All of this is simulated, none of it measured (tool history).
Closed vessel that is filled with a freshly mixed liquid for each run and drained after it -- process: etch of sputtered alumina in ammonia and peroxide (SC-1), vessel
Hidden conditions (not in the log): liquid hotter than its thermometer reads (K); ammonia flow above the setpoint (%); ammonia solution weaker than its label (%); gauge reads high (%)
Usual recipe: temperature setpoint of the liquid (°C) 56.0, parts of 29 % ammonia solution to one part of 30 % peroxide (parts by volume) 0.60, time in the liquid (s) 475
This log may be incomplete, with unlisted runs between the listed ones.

run,hour,temperature setpoint of the liquid (°C),parts of 29 % ammonia solution to one part of 30 % peroxide (parts by volume),time in the liquid (s),wafers since the last listed run,hours since the thermometer was replaced,hours since the ammonia flow meter was replaced,hours since the drum of ammonia solution was connected,hours since the gauge calibration,"read-back film thickness of the sputtered alumina reference wafer, read on the same gauge (nm)",thickness taken off the sputtered alumina on a monitor wafer (angstrom)
1,0.0,56.0,0.60,265,0,1615.3,1484.1,16.7,802.1,50.02,155.9
2,26.2,56.0,0.60,265,2616,1641.5,1510.3,42.9,828.3,50.01,156.9
# hour 31.5: gauge calibrated
3,90.0,56.0,0.60,350,6371,1705.3,1574.1,106.7,58.5,49.99,206.0
4,145.8,51.5,0.60,475,5572,1761.1,1629.9,162.5,114.3,49.98,221.2
5,183.6,51.5,0.60,475,3774,1798.9,1667.7,200.3,152.1,50.00,218.8
6,387.3,51.5,0.60,475,20342,2002.6,1871.4,404.0,355.8,50.00,224.3
7,455.8,54.0,0.40,475,6840,2071.1,1939.9,472.5,424.3,49.99,245.5
8,484.1,50.0,0.60,475,2826,2099.4,1968.2,500.8,452.6,50.02,205.4
# hour 485.2: thermometer replaced
9,550.0,50.0,0.60,475,6481,64.8,2034.1,566.7,518.5,49.99,225.2
10,612.6,56.0,0.60,475,6251,127.4,2096.7,629.3,581.1,50.00,308.1
11,670.6,56.0,0.60,475,5792,185.4,2154.7,687.3,639.1,50.01,308.3
# hour 686.9: thermometer replaced, repeated, since the last time left the tool worse
12,739.1,56.0,0.60,475,6740,52.2,2223.2,755.8,707.6,50.00,264.9
# hour 753.2: new drum of ammonia solution connected
13,771.4,49.0,0.80,475,3125,84.5,2255.5,18.2,739.9,49.99,182.3
14,810.5,49.0,0.80,475,3904,123.6,2294.6,57.3,779.0,49.97,185.3
15,835.2,49.0,0.80,375,2466,148.3,2319.3,82.0,803.7,50.00,145.4
16,863.8,52.5,0.85,475,2856,176.9,2347.9,110.6,832.3,50.00,223.0
17,894.1,56.0,0.60,475,3025,207.2,2378.2,140.9,862.6,50.02,264.7
# hour 938.1: gauge calibrated
18,943.6,64.5,0.60,475,4943,256.7,2427.7,190.4,5.5,50.03,404.0
# hour 946.8: ammonia flow meter replaced
19,978.9,47.5,0.80,660,3425,292.0,32.1,225.7,40.8,50.00,237.0
20,1039.0,56.0,0.80,615,6001,352.1,92.2,285.8,100.9,50.00,355.0
21,1082.7,49.5,0.90,475,4364,395.8,135.9,329.5,144.6,49.99,194.8
22,1134.6,50.5,0.75,475,5183,447.7,187.8,381.4,196.5,50.01,204.2
23,1160.9,56.0,0.70,295,2626,474.0,214.1,407.7,222.8,49.99,166.5
24,1228.3,56.0,0.30,575,6731,541.4,281.5,475.1,290.2,50.02,305.9
25,1295.0,56.0,0.75,475,6661,608.1,348.2,541.8,356.9,50.00,271.7
26,1346.9,56.0,0.30,575,5183,660.0,400.1,593.7,408.8,50.00,305.9
27,1380.0,52.5,0.90,300,3305,693.1,433.2,626.8,441.9,50.02,147.1

Hidden condition of the tool, last listed run before each entry between runs versus first listed run after:
Run 2 -> run 3: gauge calibrated (hour 31.5)
  liquid hotter than its thermometer reads (K): 1.32 -> 1.37
  measured value less the no-hidden-state value, thickness taken off the sputtered alumina on a monitor wafer (angstrom): +10.5 -> +14.3
Run 8 -> run 9: thermometer replaced (hour 485.2)
  liquid hotter than its thermometer reads (K): 1.66 -> 3.15
  measured value less the no-hidden-state value, thickness taken off the sputtered alumina on a monitor wafer (angstrom): +17.9 -> +35.4
Run 11 -> run 12: thermometer replaced, repeated, since the last time left the tool worse (hour 686.9)
  liquid hotter than its thermometer reads (K): 3.24 -> 0.0969
  measured value less the no-hidden-state value, thickness taken off the sputtered alumina on a monitor wafer (angstrom): +47.9 -> +1.4
Run 12 -> run 13: new drum of ammonia solution connected (hour 753.2)
  liquid hotter than its thermometer reads (K): 0.0969 -> 0.121
  measured value less the no-hidden-state value, thickness taken off the sputtered alumina on a monitor wafer (angstrom): +1.4 -> +1.2
Run 17 -> run 18: gauge calibrated (hour 938.1)
  liquid hotter than its thermometer reads (K): 0.213 -> 0.25
  measured value less the no-hidden-state value, thickness taken off the sputtered alumina on a monitor wafer (angstrom): +2.9 -> +5.0
Run 18 -> run 19: ammonia flow meter replaced (hour 946.8)
  liquid hotter than its thermometer reads (K): 0.25 -> 0.276
  measured value less the no-hidden-state value, thickness taken off the sputtered alumina on a monitor wafer (angstrom): +5.0 -> +3.7

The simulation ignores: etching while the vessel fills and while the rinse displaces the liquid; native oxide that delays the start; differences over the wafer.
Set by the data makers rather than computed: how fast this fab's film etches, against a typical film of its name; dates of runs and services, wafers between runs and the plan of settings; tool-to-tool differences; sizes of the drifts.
